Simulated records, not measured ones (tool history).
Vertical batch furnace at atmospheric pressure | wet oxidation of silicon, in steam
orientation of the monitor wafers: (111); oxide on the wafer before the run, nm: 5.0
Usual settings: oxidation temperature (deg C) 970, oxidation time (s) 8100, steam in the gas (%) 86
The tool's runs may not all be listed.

run   hour  oxidation temperature (deg C)  oxidation time (s)  steam in the gas (%)  wafers since the last listed run  hours since the last temperature calibration  hours since the steam generator was serviced  hours since the gauge calibration  read-back reference wafer on the same gauge, thickness  oxide thickness on the monitor wafer (nm)
  1      0                            970                8100                    86                                 0                                        1786.7                                        2226.6                               51.9                                                  655.47                                     573.75
  2   19.9                            970                9750                    86                               246                                        1806.6                                        2246.5                               71.8                                                  655.21                                     643.72
  3   45.7                            970                8100                    86                               319                                        1832.4                                        2272.3                               97.6                                                  654.97                                     575.48
  4   78.9                            970                6390                    86                               411                                        1865.6                                        2305.5                              130.8                                                  655.05                                     496.96
  5    114                            970                6390                    86                               434                                        1900.7                                        2340.6                              165.9                                                  655.17                                     493.81
  6  218.8                            970                8100                    83                              1298                                        2005.5                                        2445.4                              270.7                                                  655.07                                     563.45
  7  252.7                            970                8100                    83                               419                                        2039.4                                        2479.3                              304.6                                                  655.05                                     560.13
     298.1  -- thermocouples replaced and temperature profile calibrated
  8  298.6                            970                8100                    83                               271                                           0.5                                        2525.2                              350.5                                                  654.78                                     559.32
  9  318.7                            970               10020                    86                               248                                          20.6                                        2545.3                              370.6                                                  655.02                                     652.73
 10  342.6                            970               10020                    86                               296                                          44.5                                        2569.2                              394.5                                                  655.34                                     651.89
 11  368.5                            977                9660                    86                               320                                          70.4                                        2595.1                              420.4                                                  654.98                                     663.33
 12  380.6                            970                8100                    86                               149                                          82.5                                        2607.2                              432.5                                                  654.95                                     571.13
 13  397.3                            970                8100                    86                               206                                          99.2                                        2623.9                              449.2                                                  654.96                                      572.1
 14    420                            970                8100                    86                               281                                         121.9                                        2646.6                              471.9                                                  654.89                                     571.15
 15  437.5                            970                8100                    86                               216                                         139.4                                        2664.1                              489.4                                                  655.11                                     570.82
 16  450.1                            970                8100                    86                               156                                           152                                        2676.7                                502                                                  655.06                                     572.73
 17  476.3                            970                8100                    86                               324                                         178.2                                        2702.9                              528.2                                                  654.73                                      571.6
       509  -- steam generator serviced
 18  509.5                            980               11370                    78                               113                                         211.4                                           0.5                              561.4                                                  655.17                                     727.44
 19  523.8                            970                8100                    86                               177                                         225.7                                          14.8                              575.7                                                  654.58                                      596.5
     528.9  -- gauge calibrated
 20    538                            963                6180                    82                               175                                         239.9                                            29                                9.1                                                  654.89                                     471.61
 21  562.1                            970                5430                    97                               298                                           264                                          53.1                               33.2                                                  654.98                                     501.77
 22  588.8                            970                8100                    80                               330                                         290.7                                          79.8                               59.9                                                  655.18                                     569.72
 23  609.6                            970                5040                    75                               257                                         311.5                                         100.6                               80.7                                                  655.24                                     406.03
 24    631                            970                8100                    86                               265                                         332.9                                           122                              102.1                                                  655.17                                     594.51
 25  653.6                            962                6750                    78                               279                                         355.5                                         144.6                              124.7                                                  655.04                                     474.53
 26  668.6                            947               10830                    86                               185                                         370.5                                         159.6                              139.7                                                     655                                     623.65
 27  764.7                            978                8100                    86                              1190                                         466.6                                         255.7                              235.8                                                  655.21                                      622.2
 28  782.8                            970                9660                    95                               224                                         484.7                                         273.8                              253.9                                                  655.08                                     701.49

Hidden state at the last listed run before each entry between runs and at the first one after, where it differs:
Between runs 7 and 8: thermocouples replaced and temperature profile calibrated (hour 298.1)
  steam share off its setpoint, % of the setpoint: -6.93 -> -7.05
  measured less the result without the state, oxide thickness on the monitor wafer (nm): -25.38 -> -25.82
Between runs 17 and 18: steam generator serviced (hour 509)
  steam share off its setpoint, % of the setpoint: -7.51 -> -0.193
  measured less the result without the state, oxide thickness on the monitor wafer (nm): -28.16 -> -0.83
Between runs 19 and 20: gauge calibrated (hour 528.9)
  steam share off its setpoint, % of the setpoint: -0.231 -> -0.268
  measured less the result without the state, oxide thickness on the monitor wafer (nm): -0.84 -> -0.81
